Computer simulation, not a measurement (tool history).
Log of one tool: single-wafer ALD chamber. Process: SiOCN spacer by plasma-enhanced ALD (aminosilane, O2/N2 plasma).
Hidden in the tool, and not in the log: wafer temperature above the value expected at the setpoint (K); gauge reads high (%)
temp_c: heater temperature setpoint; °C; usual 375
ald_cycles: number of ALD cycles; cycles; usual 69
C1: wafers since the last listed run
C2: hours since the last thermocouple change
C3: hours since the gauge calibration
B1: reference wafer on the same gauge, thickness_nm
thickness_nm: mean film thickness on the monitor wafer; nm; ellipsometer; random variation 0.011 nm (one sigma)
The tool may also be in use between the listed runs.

run 1 day=0 | temp_c=375 ald_cycles=69 | C1=0 C2=1142 C3=166.6 | B1=4.434 | thickness_nm=4.348
run 2 day=1.912 | temp_c=375 ald_cycles=69 | C1=174 C2=1187.9 C3=212.5 | B1=4.435 | thickness_nm=4.335
run 3 day=4.746 | temp_c=375 ald_cycles=69 | C1=258 C2=1255.9 C3=280.5 | B1=4.435 | thickness_nm=4.371
run 4 day=7.738 | temp_c=375 ald_cycles=73 | C1=273 C2=1327.7 C3=352.3 | B1=4.432 | thickness_nm=4.596
run 5 day=10.212 | temp_c=375 ald_cycles=69 | C1=226 C2=1387.1 C3=411.7 | B1=4.431 | thickness_nm=4.35
run 6 day=12.85 | temp_c=375 ald_cycles=69 | C1=240 C2=1450.4 C3=475 | B1=4.431 | thickness_nm=4.349
run 7 day=15.204 | temp_c=375 ald_cycles=69 | C1=215 C2=1506.9 C3=531.5 | B1=4.427 | thickness_nm=4.36
run 8 day=17.942 | temp_c=375 ald_cycles=69 | C1=250 C2=1572.6 C3=597.2 | B1=4.429 | thickness_nm=4.344
run 9 day=19.883 | temp_c=364 ald_cycles=75 | C1=177 C2=1619.2 C3=643.8 | B1=4.427 | thickness_nm=4.723
run 10 day=22.138 | temp_c=364 ald_cycles=75 | C1=205 C2=1673.3 C3=697.9 | B1=4.424 | thickness_nm=4.699
run 11 day=24.633 | temp_c=364 ald_cycles=75 | C1=228 C2=1733.2 C3=757.8 | B1=4.42 | thickness_nm=4.711
-- day=32.021 thermocouple changed; heater temperature recalibrated
run 12 day=32.05 | temp_c=381 ald_cycles=74 | C1=647 C2=0.7 C3=935.8 | B1=4.417 | thickness_nm=4.641
run 13 day=34.579 | temp_c=375 ald_cycles=69 | C1=231 C2=61.4 C3=996.5 | B1=4.412 | thickness_nm=4.331
run 14 day=37.483 | temp_c=375 ald_cycles=69 | C1=265 C2=131.1 C3=1066.2 | B1=4.41 | thickness_nm=4.343
run 15 day=39.488 | temp_c=375 ald_cycles=60 | C1=183 C2=179.2 C3=1114.3 | B1=4.404 | thickness_nm=3.769
run 16 day=41.579 | temp_c=375 ald_cycles=69 | C1=191 C2=229.4 C3=1164.5 | B1=4.403 | thickness_nm=4.309
run 17 day=43.658 | temp_c=371 ald_cycles=77 | C1=189 C2=279.3 C3=1214.4 | B1=4.402 | thickness_nm=4.825
run 18 day=46.346 | temp_c=366 ald_cycles=69 | C1=245 C2=343.8 C3=1278.9 | B1=4.395 | thickness_nm=4.307
-- day=47.404 gauge calibrated
run 19 day=48.508 | temp_c=363 ald_cycles=56 | C1=197 C2=395.7 C3=26.5 | B1=4.444 | thickness_nm=3.539
run 20 day=50 | temp_c=367 ald_cycles=62 | C1=136 C2=431.5 C3=62.3 | B1=4.442 | thickness_nm=3.931
run 21 day=53.017 | temp_c=367 ald_cycles=58 | C1=275 C2=503.9 C3=134.7 | B1=4.442 | thickness_nm=3.659
run 22 day=55.596 | temp_c=375 ald_cycles=69 | C1=235 C2=565.8 C3=196.6 | B1=4.442 | thickness_nm=4.361
run 23 day=56.821 | temp_c=366 ald_cycles=63 | C1=111 C2=595.2 C3=226 | B1=4.442 | thickness_nm=3.99
run 24 day=59.6 | temp_c=375 ald_cycles=69 | C1=253 C2=661.9 C3=292.7 | B1=4.44 | thickness_nm=4.353
run 25 day=62.133 | temp_c=388 ald_cycles=69 | C1=231 C2=722.7 C3=353.5 | B1=4.439 | thickness_nm=4.35
run 26 day=64.7 | temp_c=387 ald_cycles=64 | C1=234 C2=784.3 C3=415.1 | B1=4.44 | thickness_nm=4.018
run 27 day=67.321 | temp_c=375 ald_cycles=69 | C1=239 C2=847.2 C3=478 | B1=4.438 | thickness_nm=4.354
run 28 day=69.367 | temp_c=375 ald_cycles=69 | C1=186 C2=896.3 C3=527.1 | B1=4.439 | thickness_nm=4.353
run 29 day=72.225 | temp_c=369 ald_cycles=77 | C1=261 C2=964.9 C3=595.7 | B1=4.435 | thickness_nm=4.846

Forecast each of these 4 alternatives for the next run:
run A day=72.246 | temp_c=369 ald_cycles=69 | C1=1 C2=965.4 C3=596.2 | B1=? | thickness_nm=?
run B day=72.246 | temp_c=367 ald_cycles=69 | C1=1 C2=965.4 C3=596.2 | B1=? | thickness_nm=?
run C day=72.246 | temp_c=370 ald_cycles=80 | C1=1 C2=965.4 C3=596.2 | B1=? | thickness_nm=?
run D day=72.246 | temp_c=381 ald_cycles=63 | C1=1 C2=965.4 C3=596.2 | B1=? | thickness_nm=?

run=A B1=4.435 thickness_nm=4.351
run=B B1=4.435 thickness_nm=4.351
run=C B1=4.435 thickness_nm=5.045
run=D B1=4.435 thickness_nm=3.973
Without the tool's hidden state the same runs would have given:
run=A thickness_nm=4.357
run=B thickness_nm=4.357
run=C thickness_nm=5.052
run=D thickness_nm=3.978

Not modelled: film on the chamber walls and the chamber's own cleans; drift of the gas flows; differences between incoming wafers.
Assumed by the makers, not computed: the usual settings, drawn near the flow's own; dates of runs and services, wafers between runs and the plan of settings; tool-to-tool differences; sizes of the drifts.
